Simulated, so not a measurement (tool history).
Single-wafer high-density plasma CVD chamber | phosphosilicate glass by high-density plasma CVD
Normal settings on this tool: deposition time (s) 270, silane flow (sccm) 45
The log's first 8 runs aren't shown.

| run | hour | deposition time (s) | silane flow (sccm) | wafers since the last listed run | hours since the silane flow controller was replaced | hours since the gauge calibration | read-back reference wafer on the same gauge, thickness_nm | mean film thickness on the monitor wafer (Å) |
|---|---|---|---|---|---|---|---|---|
| 9 | 90.4 | 270 | 45 | 70 | 2013.8 | 229.3 | 1291.865 | 12491.99 |
| 10 | 115.8 | 254 | 45 | 185 | 2039.2 | 254.7 | 1289.704 | 11786.57 |
| 11 | 133.7 | 270 | 45 | 130 | 2057.1 | 272.6 | 1289.352 | 12476.1 |
| 12 | 147.9 | 270 | 45 | 103 | 2071.3 | 286.8 | 1289.861 | 12510.35 |
| 13 | 163.8 | 270 | 45 | 116 | 2087.2 | 302.7 | 1290.95 | 12395.29 |
| 14 | 175.5 | 270 | 48 | 85 | 2098.9 | 314.4 | 1289.753 | 13320.23 |
| 15 | 185.9 | 270 | 48 | 76 | 2109.3 | 324.8 | 1289.601 | 13287.63 |
| 16 | 196 | 222 | 45 | 73 | 2119.4 | 334.9 | 1289.617 | 10216.35 |
| 17 | 202.3 | 219 | 45 | 46 | 2125.7 | 341.2 | 1291.023 | 10076.11 |
|  | 216.1 | gauge calibrated |
|  | 223.1 | silane flow controller replaced |
| 18 | 223.6 | 216 | 42 | 97 | 0.5 | 7.5 | 1289.16 | 9875.64 |
| 19 | 226.7 | 296 | 38 | 22 | 3.6 | 10.6 | 1290.964 | 12237.73 |
| 20 | 249.8 | 293 | 51 | 168 | 26.7 | 33.7 | 1289.588 | 16183.52 |
| 21 | 265.7 | 247 | 48 | 116 | 42.6 | 49.6 | 1289.901 | 12850.8 |
| 22 | 273.7 | 222 | 45 | 58 | 50.6 | 57.6 | 1289.778 | 10847.89 |
| 23 | 289.2 | 226 | 53 | 113 | 66.1 | 73.1 | 1290.32 | 13059.12 |
| 24 | 304 | 233 | 40 | 108 | 80.9 | 87.9 | 1291.082 | 10149.29 |
| 25 | 357.1 | 270 | 45 | 388 | 134 | 141 | 1289.714 | 13218.95 |
| 26 | 368.7 | 270 | 49 | 84 | 145.6 | 152.6 | 1289.787 | 14325.06 |
| 27 | 385 | 270 | 45 | 119 | 161.9 | 168.9 | 1289.909 | 13225.05 |
| 28 | 398.2 | 227 | 49 | 96 | 175.1 | 182.1 | 1289.482 | 12097.28 |
| 29 | 405.8 | 231 | 51 | 55 | 182.7 | 189.7 | 1290.654 | 12794.78 |
| 30 | 420 | 234 | 45 | 103 | 196.9 | 203.9 | 1289.895 | 11419.18 |

Branching from run 30: 3 alternative next runs. What would each branch give?
| A | 420.5 | 270 | 45 | 3 | 197.4 | 204.4 | ? | ? |
| B | 420.5 | 270 | 52 | 3 | 197.4 | 204.4 | ? | ? |
| C | 420.5 | 242 | 52 | 3 | 197.4 | 204.4 | ? | ? |

| run | read-back reference wafer on the same gauge, thickness_nm | mean film thickness on the monitor wafer (Å) |
|---|---|---|
| A | 1289.679 | 13202.39 |
| B | 1289.679 | 15256.09 |
| C | 1289.679 | 13673.98 |
The same runs, with their run-to-run variation unchanged, on a tool lacking any hidden condition would have given:
| run | mean film thickness on the monitor wafer (Å) |
|---|---|
| A | 13063.21 |
| B | 15095.27 |
| C | 13529.83 |

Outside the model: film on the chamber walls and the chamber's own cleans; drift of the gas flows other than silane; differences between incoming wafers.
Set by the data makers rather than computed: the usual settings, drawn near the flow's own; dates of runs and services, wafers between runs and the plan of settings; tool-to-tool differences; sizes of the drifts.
